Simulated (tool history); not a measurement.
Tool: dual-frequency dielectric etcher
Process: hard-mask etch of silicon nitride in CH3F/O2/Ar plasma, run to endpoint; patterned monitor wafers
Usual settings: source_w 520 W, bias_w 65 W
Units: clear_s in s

run     day  source_w  bias_w  incoming incoming film thickness, nm  clear_s
  1   0.000       560      70                                 34.77     45.3
  2   1.029       560      70                                 35.28     46.5
  3   2.504       610      65                                 35.41     45.7
  4   4.825       520      65                                 35.09     47.7
  5   7.171       520      65                                 35.48     47.8
  6   8.683       520      65                                 35.13     46.6
  7  11.508       580      65                                 35.11     45.2
     13.492  -- wet clean of the chamber
  8  14.508       570      57                                 35.08     48.9
  9  16.388       570      57                                 34.72     47.6
 10  18.033       520      65                                 35.22     48.3
 11  20.079       600      65                                 35.40     46.2
 12  21.679       600      65                                 35.66     46.5
     29.133  -- upper electrode replaced
 13  29.154       520      73                                 35.09     45.1
     31.454  -- wet clean of the chamber
 14  31.475       520      73                                 35.49     47.9
     32.279  -- source power generator calibrated
 15  32.567       520      65                                 34.99     48.7
 16  34.342       470      61                                 35.63     51.5
 17  35.742       470      61                                 35.23     50.7
 18  38.558       520      65                                 35.30     48.2
 19  40.512       560      70                                 35.16     45.8
 20  42.146       520      49                                 35.73     51.5
 21  43.262       430      59                                 35.69     52.5
 22  45.821       560      69                                 35.37     45.8
 23  47.246       520      54                                 35.26     49.4
     50.554  -- wet clean of the chamber
 24  50.575       460      65                                 35.45     51.2
 25  51.275       430      65                                 35.33     52.2
 26  53.283       520      65                                 35.38     48.9
     54.846  -- bias power generator calibrated
 27  55.175       460      70                                 35.24     49.5
 28  56.425       570      79                                 35.22     44.7
 29  58.858       520      79                                 35.65     46.1
 30  61.588       620      56                                 35.52     47.9
 31  64.104       550      72                                 35.11     45.2
 32  67.038       640      65                                 35.52     44.9
     70.075  -- wet clean of the chamber
 33  70.096       410      80                                 35.58     49.5
 34  70.888       520      65                                 35.58     49.1
 35  72.533       450      65                                 35.62     50.8

The same runs without the tool's hidden state, with the same run-to-run variation:
The hidden state here: etch rate over this chamber's usual, %; source power that arrives over what is set, %; bias power that arrives over what is set, %.
run  clear_s
  1     45.8
  2     47.1
  3     46.5
  4     48.8
  5     49.2
  6     48.2
  7     47.0
  8     48.9
  9     47.9
 10     48.8
 11     46.8
 12     47.4
 13     46.8
 14     47.6
 15     48.4
 16     51.4
 17     50.9
 18     48.7
 19     46.5
 20     52.5
 21     53.7
 22     47.1
 23     51.0
 24     50.8
 25     51.9
 26     48.8
 27     49.7
 28     45.0
 29     46.7
 30     48.9
 31     46.4
 32     46.4
 33     49.7
 34     49.4
 35     51.3
